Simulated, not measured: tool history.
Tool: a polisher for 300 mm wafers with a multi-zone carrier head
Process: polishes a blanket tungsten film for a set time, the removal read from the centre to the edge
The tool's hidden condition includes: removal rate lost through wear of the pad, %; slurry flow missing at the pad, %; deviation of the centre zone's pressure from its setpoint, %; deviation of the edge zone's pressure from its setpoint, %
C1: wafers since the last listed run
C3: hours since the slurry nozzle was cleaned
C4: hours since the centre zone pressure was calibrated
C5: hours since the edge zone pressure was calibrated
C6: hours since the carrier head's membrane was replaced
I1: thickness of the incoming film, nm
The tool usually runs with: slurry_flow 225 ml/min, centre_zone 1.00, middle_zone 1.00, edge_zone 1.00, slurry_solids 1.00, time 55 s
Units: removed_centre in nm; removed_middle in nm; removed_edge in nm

run 1 hour=0.0 | slurry_flow=225 centre_zone=1.00 middle_zone=1.00 edge_zone=1.00 slurry_solids=1.00 time=55 | C1=0 wafers_polished_on_this_pad=896 C3=239.6 C4=367.6 C5=56.6 C6=693.6 | I1=1380.8 | removed_centre=223.7 removed_middle=243.0 removed_edge=240.7
run 2 hour=69.0 | slurry_flow=225 centre_zone=1.00 middle_zone=1.00 edge_zone=1.00 slurry_solids=1.00 time=55 | C1=706 wafers_polished_on_this_pad=1603 C3=308.6 C4=436.6 C5=125.6 C6=762.6 | I1=1435.4 | removed_centre=223.0 removed_middle=231.6 removed_edge=237.1
-- hour=146.5 worn pad replaced by a new one
run 3 hour=162.7 | slurry_flow=225 centre_zone=1.00 middle_zone=1.00 edge_zone=1.00 slurry_solids=1.00 time=55 | C1=918 wafers_polished_on_this_pad=165 C3=402.3 C4=530.3 C5=219.3 C6=856.3 | I1=1397.4 | removed_centre=218.1 removed_middle=228.4 removed_edge=236.4
run 4 hour=249.1 | slurry_flow=225 centre_zone=1.00 middle_zone=1.00 edge_zone=1.00 slurry_solids=1.00 time=55 | C1=884 wafers_polished_on_this_pad=1050 C3=488.7 C4=616.7 C5=305.7 C6=942.7 | I1=1395.8 | removed_centre=216.5 removed_middle=229.7 removed_edge=234.6
run 5 hour=301.0 | slurry_flow=225 centre_zone=1.00 middle_zone=1.00 edge_zone=1.00 slurry_solids=1.00 time=55 | C1=531 wafers_polished_on_this_pad=1581 C3=540.6 C4=668.6 C5=357.6 C6=994.6 | I1=1389.3 | removed_centre=214.4 removed_middle=234.9 removed_edge=233.7
run 6 hour=357.5 | slurry_flow=225 centre_zone=1.00 middle_zone=1.00 edge_zone=1.00 slurry_solids=1.00 time=55 | C1=578 wafers_polished_on_this_pad=2160 C3=597.1 C4=725.1 C5=414.1 C6=1051.1 | I1=1410.8 | removed_centre=213.2 removed_middle=230.5 removed_edge=232.3
-- hour=376.5 slurry nozzle cleaned
-- hour=392.7 worn pad replaced by a new one
run 7 hour=446.0 | slurry_flow=225 centre_zone=1.00 middle_zone=0.94 edge_zone=1.00 slurry_solids=1.00 time=55 | C1=854 wafers_polished_on_this_pad=545 C3=69.5 C4=813.6 C5=502.6 C6=1139.6 | I1=1420.7 | removed_centre=219.4 removed_middle=230.8 removed_edge=239.9
run 8 hour=517.7 | slurry_flow=225 centre_zone=1.00 middle_zone=0.94 edge_zone=1.00 slurry_solids=1.00 time=55 | C1=734 wafers_polished_on_this_pad=1279 C3=141.2 C4=885.3 C5=574.3 C6=1211.3 | I1=1396.9 | removed_centre=218.4 removed_middle=222.3 removed_edge=236.1
-- hour=554.5 edge zone pressure recalibrated
run 9 hour=598.2 | slurry_flow=225 centre_zone=0.95 middle_zone=1.00 edge_zone=0.89 slurry_solids=1.00 time=48 | C1=803 wafers_polished_on_this_pad=2083 C3=221.7 C4=965.8 C5=43.7 C6=1291.8 | I1=1423.9 | removed_centre=180.5 removed_middle=210.7 removed_edge=194.4
run 10 hour=645.7 | slurry_flow=225 centre_zone=1.04 middle_zone=1.00 edge_zone=1.00 slurry_solids=1.20 time=55 | C1=486 wafers_polished_on_this_pad=2569 C3=269.2 C4=1013.3 C5=91.2 C6=1339.3 | I1=1396.0 | removed_centre=227.6 removed_middle=242.1 removed_edge=242.9
-- hour=681.8 worn pad replaced by a new one
-- hour=888.6 centre zone pressure recalibrated
run 11 hour=915.9 | slurry_flow=225 centre_zone=1.00 middle_zone=1.00 edge_zone=1.03 slurry_solids=1.15 time=55 | C1=2704 wafers_polished_on_this_pad=2375 C3=539.4 C4=27.3 C5=361.4 C6=1609.5 | I1=1408.3 | removed_centre=241.2 removed_middle=228.8 removed_edge=240.5
-- hour=959.1 carrier head's membrane replaced by a new one
-- hour=975.6 worn pad replaced by a new one
-- hour=997.1 slurry nozzle cleaned
run 12 hour=1002.2 | slurry_flow=225 centre_zone=1.00 middle_zone=1.00 edge_zone=1.00 slurry_solids=1.00 time=55 | C1=781 wafers_polished_on_this_pad=262 C3=5.1 C4=113.6 C5=447.7 C6=43.1 | I1=1422.1 | removed_centre=250.0 removed_middle=250.8 removed_edge=246.3
-- hour=1033.3 edge zone pressure recalibrated
run 13 hour=1104.4 | slurry_flow=195 centre_zone=0.93 middle_zone=1.00 edge_zone=1.11 slurry_solids=1.00 time=55 | C1=1025 wafers_polished_on_this_pad=1288 C3=107.3 C4=215.8 C5=71.1 C6=145.3 | I1=1410.9 | removed_centre=219.4 removed_middle=240.9 removed_edge=246.5
run 14 hour=1203.9 | slurry_flow=280 centre_zone=0.90 middle_zone=1.00 edge_zone=1.00 slurry_solids=1.00 time=55 | C1=1018 wafers_polished_on_this_pad=2307 C3=206.8 C4=315.3 C5=170.6 C6=244.8 | I1=1431.7 | removed_centre=220.2 removed_middle=242.3 removed_edge=242.3
-- hour=1260.8 worn pad replaced by a new one
run 15 hour=1309.0 | slurry_flow=180 centre_zone=0.88 middle_zone=1.00 edge_zone=1.07 slurry_solids=1.00 time=55 | C1=1035 wafers_polished_on_this_pad=493 C3=311.9 C4=420.4 C5=275.7 C6=349.9 | I1=1425.7 | removed_centre=193.9 removed_middle=232.7 removed_edge=236.7
run 16 hour=1348.5 | slurry_flow=225 centre_zone=1.00 middle_zone=1.00 edge_zone=1.00 slurry_solids=1.00 time=36 | C1=404 wafers_polished_on_this_pad=897 C3=351.4 C4=459.9 C5=315.2 C6=389.4 | I1=1429.1 | removed_centre=145.4 removed_middle=159.7 removed_edge=150.9

Below are 3 alternative next runs, each starting from the tool's condition after run 16. Predict each:
run A hour=1348.9 | slurry_flow=225 centre_zone=1.00 middle_zone=1.00 edge_zone=1.00 slurry_solids=1.00 time=55 | C1=4 wafers_polished_on_this_pad=902 C3=351.8 C4=460.3 C5=315.6 C6=389.8 | I1=1397.4 | removed_centre=? removed_middle=? removed_edge=?
run B hour=1348.9 | slurry_flow=290 centre_zone=1.00 middle_zone=1.00 edge_zone=1.04 slurry_solids=1.00 time=42 | C1=4 wafers_polished_on_this_pad=902 C3=351.8 C4=460.3 C5=315.6 C6=389.8 | I1=1397.4 | removed_centre=? removed_middle=? removed_edge=?
run C hour=1348.9 | slurry_flow=225 centre_zone=1.00 middle_zone=1.00 edge_zone=1.00 slurry_solids=1.00 time=37 | C1=4 wafers_polished_on_this_pad=902 C3=351.8 C4=460.3 C5=315.6 C6=389.8 | I1=1397.4 | removed_centre=? removed_middle=? removed_edge=?

run=A removed_centre=218.5 removed_middle=244.5 removed_edge=237.6
run=B removed_centre=173.4 removed_middle=193.3 removed_edge=189.7
run=C removed_centre=147.0 removed_middle=164.5 removed_edge=159.9
What these runs would have given with no unlogged condition in the tool:
run=A removed_centre=246.2 removed_middle=257.2 removed_edge=246.7
run=B removed_centre=193.2 removed_middle=201.4 removed_edge=195.7
run=C removed_centre=165.6 removed_middle=173.0 removed_edge=166.0
